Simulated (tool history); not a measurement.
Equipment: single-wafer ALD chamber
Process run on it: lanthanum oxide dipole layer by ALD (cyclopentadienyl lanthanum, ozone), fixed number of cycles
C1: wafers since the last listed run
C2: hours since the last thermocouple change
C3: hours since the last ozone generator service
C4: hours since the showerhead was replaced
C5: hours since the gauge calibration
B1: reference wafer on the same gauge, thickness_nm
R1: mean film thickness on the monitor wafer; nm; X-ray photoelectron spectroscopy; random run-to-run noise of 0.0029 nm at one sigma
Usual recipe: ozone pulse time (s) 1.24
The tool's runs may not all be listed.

run 1 hour=0.0 | ozone_pulse_time_(s)=1.24 | C1=0 C2=1827.8 C3=119.6 C4=1809.3 C5=1528.6 | B1=0.645 | R1=0.568
run 2 hour=107.3 | ozone_pulse_time_(s)=1.24 | C1=2120 C2=1935.1 C3=226.9 C4=1916.6 C5=1635.9 | B1=0.646 | R1=0.564
run 3 hour=203.7 | ozone_pulse_time_(s)=1.24 | C1=1905 C2=2031.5 C3=323.3 C4=2013.0 C5=1732.3 | B1=0.645 | R1=0.563
run 4 hour=246.9 | ozone_pulse_time_(s)=1.24 | C1=853 C2=2074.7 C3=366.5 C4=2056.2 C5=1775.5 | B1=0.644 | R1=0.567
run 5 hour=284.0 | ozone_pulse_time_(s)=1.24 | C1=733 C2=2111.8 C3=403.6 C4=2093.3 C5=1812.6 | B1=0.646 | R1=0.573
run 6 hour=335.0 | ozone_pulse_time_(s)=1.48 | C1=1008 C2=2162.8 C3=454.6 C4=2144.3 C5=1863.6 | B1=0.643 | R1=0.590
run 7 hour=436.4 | ozone_pulse_time_(s)=1.48 | C1=2004 C2=2264.2 C3=556.0 C4=2245.7 C5=1965.0 | B1=0.645 | R1=0.592
-- hour=505.6 thermocouple changed; heater temperature recalibrated
run 8 hour=508.0 | ozone_pulse_time_(s)=1.24 | C1=1257 C2=2.4 C3=627.6 C4=2317.3 C5=2036.6 | B1=0.646 | R1=0.571
run 9 hour=604.3 | ozone_pulse_time_(s)=1.24 | C1=1903 C2=98.7 C3=723.9 C4=2413.6 C5=2132.9 | B1=0.646 | R1=0.567
run 10 hour=693.6 | ozone_pulse_time_(s)=1.24 | C1=1765 C2=188.0 C3=813.2 C4=2502.9 C5=2222.2 | B1=0.644 | R1=0.568
run 11 hour=799.9 | ozone_pulse_time_(s)=1.24 | C1=2101 C2=294.3 C3=919.5 C4=2609.2 C5=2328.5 | B1=0.645 | R1=0.569
run 12 hour=867.5 | ozone_pulse_time_(s)=1.24 | C1=1336 C2=361.9 C3=987.1 C4=2676.8 C5=2396.1 | B1=0.645 | R1=0.571
run 13 hour=913.7 | ozone_pulse_time_(s)=1.49 | C1=913 C2=408.1 C3=1033.3 C4=2723.0 C5=2442.3 | B1=0.646 | R1=0.594
run 14 hour=983.7 | ozone_pulse_time_(s)=1.24 | C1=1383 C2=478.1 C3=1103.3 C4=2793.0 C5=2512.3 | B1=0.645 | R1=0.570
run 15 hour=1022.5 | ozone_pulse_time_(s)=1.24 | C1=766 C2=516.9 C3=1142.1 C4=2831.8 C5=2551.1 | B1=0.646 | R1=0.570
run 16 hour=1114.7 | ozone_pulse_time_(s)=1.45 | C1=1822 C2=609.1 C3=1234.3 C4=2924.0 C5=2643.3 | B1=0.646 | R1=0.590
run 17 hour=1198.9 | ozone_pulse_time_(s)=1.56 | C1=1664 C2=693.3 C3=1318.5 C4=3008.2 C5=2727.5 | B1=0.645 | R1=0.594
run 18 hour=1258.2 | ozone_pulse_time_(s)=1.46 | C1=1172 C2=752.6 C3=1377.8 C4=3067.5 C5=2786.8 | B1=0.646 | R1=0.589
run 19 hour=1356.2 | ozone_pulse_time_(s)=1.73 | C1=1937 C2=850.6 C3=1475.8 C4=3165.5 C5=2884.8 | B1=0.645 | R1=0.605
-- hour=1538.3 ozone generator serviced
run 20 hour=1602.6 | ozone_pulse_time_(s)=1.10 | C1=4712 C2=1097.0 C3=64.3 C4=3411.9 C5=3131.2 | B1=0.647 | R1=0.551
-- hour=1628.9 gauge calibrated
-- hour=1714.3 showerhead replaced
run 21 hour=1749.8 | ozone_pulse_time_(s)=0.93 | C1=2751 C2=1244.2 C3=211.5 C4=35.5 C5=120.9 | B1=0.645 | R1=0.515
run 22 hour=1846.5 | ozone_pulse_time_(s)=1.72 | C1=1911 C2=1340.9 C3=308.2 C4=132.2 C5=217.6 | B1=0.646 | R1=0.606
run 23 hour=1920.8 | ozone_pulse_time_(s)=1.24 | C1=1468 C2=1415.2 C3=382.5 C4=206.5 C5=291.9 | B1=0.645 | R1=0.571
run 24 hour=1975.5 | ozone_pulse_time_(s)=1.24 | C1=1081 C2=1469.9 C3=437.2 C4=261.2 C5=346.6 | B1=0.645 | R1=0.574
run 25 hour=2056.5 | ozone_pulse_time_(s)=1.60 | C1=1601 C2=1550.9 C3=518.2 C4=342.2 C5=427.6 | B1=0.645 | R1=0.599
run 26 hour=2110.6 | ozone_pulse_time_(s)=0.76 | C1=1069 C2=1605.0 C3=572.3 C4=396.3 C5=481.7 | B1=0.645 | R1=0.467
run 27 hour=2208.0 | ozone_pulse_time_(s)=1.24 | C1=1925 C2=1702.4 C3=669.7 C4=493.7 C5=579.1 | B1=0.643 | R1=0.568
run 28 hour=2298.9 | ozone_pulse_time_(s)=0.99 | C1=1796 C2=1793.3 C3=760.6 C4=584.6 C5=670.0 | B1=0.645 | R1=0.533
run 29 hour=2343.5 | ozone_pulse_time_(s)=1.24 | C1=881 C2=1837.9 C3=805.2 C4=629.2 C5=714.6 | B1=0.645 | R1=0.567
run 30 hour=2402.9 | ozone_pulse_time_(s)=1.50 | C1=1174 C2=1897.3 C3=864.6 C4=688.6 C5=774.0 | B1=0.645 | R1=0.589
run 31 hour=2441.8 | ozone_pulse_time_(s)=1.04 | C1=768 C2=1936.2 C3=903.5 C4=727.5 C5=812.9 | B1=0.645 | R1=0.538
run 32 hour=2522.5 | ozone_pulse_time_(s)=0.97 | C1=1595 C2=2016.9 C3=984.2 C4=808.2 C5=893.6 | B1=0.647 | R1=0.524
run 33 hour=2582.1 | ozone_pulse_time_(s)=1.24 | C1=1178 C2=2076.5 C3=1043.8 C4=867.8 C5=953.2 | B1=0.646 | R1=0.572

Hidden state at the last listed run before each entry between runs and at the first one after, where it differs:
After run 7, before run 8: thermocouple changed; heater temperature recalibrated (hour 505.6)
  no difference in the tool's unlogged condition between these two runs
After run 19, before run 20: ozone generator serviced (hour 1538.3)
  no difference in the tool's unlogged condition between these two runs
After run 20, before run 21: gauge calibrated (hour 1628.9); showerhead replaced (hour 1714.3)
  no difference in the tool's unlogged condition between these two runs

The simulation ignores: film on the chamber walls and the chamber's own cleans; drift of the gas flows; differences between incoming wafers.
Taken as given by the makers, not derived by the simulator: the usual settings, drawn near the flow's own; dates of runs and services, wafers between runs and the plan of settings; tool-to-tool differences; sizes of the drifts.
